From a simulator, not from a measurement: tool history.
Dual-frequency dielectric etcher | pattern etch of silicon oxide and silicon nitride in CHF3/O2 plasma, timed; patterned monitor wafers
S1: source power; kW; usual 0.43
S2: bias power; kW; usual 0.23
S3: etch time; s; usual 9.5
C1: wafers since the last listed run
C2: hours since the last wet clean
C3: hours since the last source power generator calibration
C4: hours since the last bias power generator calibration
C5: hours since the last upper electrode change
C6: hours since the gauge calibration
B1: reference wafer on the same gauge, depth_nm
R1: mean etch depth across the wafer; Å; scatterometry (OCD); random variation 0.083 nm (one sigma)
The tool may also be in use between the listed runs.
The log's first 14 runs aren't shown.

run,day,S1,S2,S3,C1,C2,C3,C4,C5,C6,B1,R1
15,45.433,0.5,0.264,9.5,800,454.9,1128.2,1098.2,402.4,1013,12.78,164.6
16,49.875,0.43,0.23,9.5,1709,561.5,1234.8,1204.8,509,1119.6,12.78,146.8
17,51.583,0.43,0.23,10.5,657,602.5,1275.8,1245.8,550,1160.6,12.78,161
18,53.433,0.37,0.23,9.5,712,646.9,1320.2,1290.2,594.4,1205,12.79,138.5
19,56.071,0.43,0.23,9.5,1015,710.2,1383.5,1353.5,657.7,1268.3,12.79,146.9
20,58.271,0.48,0.204,9.5,846,763,1436.3,1406.3,710.5,1321.1,12.79,145.9
# day 59.904: wet clean of the chamber
21,61.967,0.37,0.23,9.5,1037,49.5,1525,1495,799.2,1409.8,12.75,138.3
22,64.346,0.48,0.23,9.5,915,106.6,1582.1,1552.1,856.3,1466.9,12.75,155.4
23,66.858,0.53,0.184,7,967,166.9,1642.4,1612.4,916.6,1527.2,12.76,107.8
# day 73.954: source power generator calibrated
24,80.229,0.5,0.23,9.5,5082,487.8,150.6,1933.3,1237.5,1848.1,12.72,155.5
25,83.904,0.52,0.23,9.5,1414,576,238.8,2021.5,1325.7,1936.3,12.72,158.2
26,87.208,0.35,0.267,11,1271,655.3,318.1,2100.8,1405,2015.6,12.71,166.5
# day 90.912: wet clean of the chamber
27,91.021,0.43,0.23,9.5,1082,2.6,409.6,2192.3,1496.5,2107.1,12.69,147.9
# day 93: bias power generator calibrated
28,94.629,0.43,0.23,9.5,1324,89.2,496.2,39.1,1583.1,2193.7,12.68,147.2
29,98.767,0.43,0.278,9.5,1592,188.5,595.5,138.4,1682.4,2293,12.68,156.9
30,102.662,0.46,0.23,9.5,1499,282,689,231.9,1775.9,2386.5,12.65,148.3

Forecast each of these 3 alternatives for the next run:
A,102.679,0.43,0.23,9.5,6,282.4,689.4,232.3,1776.3,2386.9,?,?
B,102.679,0.36,0.189,8.5,6,282.4,689.4,232.3,1776.3,2386.9,?,?
C,102.679,0.43,0.26,9.5,6,282.4,689.4,232.3,1776.3,2386.9,?,?

run,B1,R1
A,12.66,145.5
B,12.66,112.2
C,12.66,152.9
Without the tool's hidden state the same runs would have given:
run,R1
A,147.1
B,113.5
C,154.6
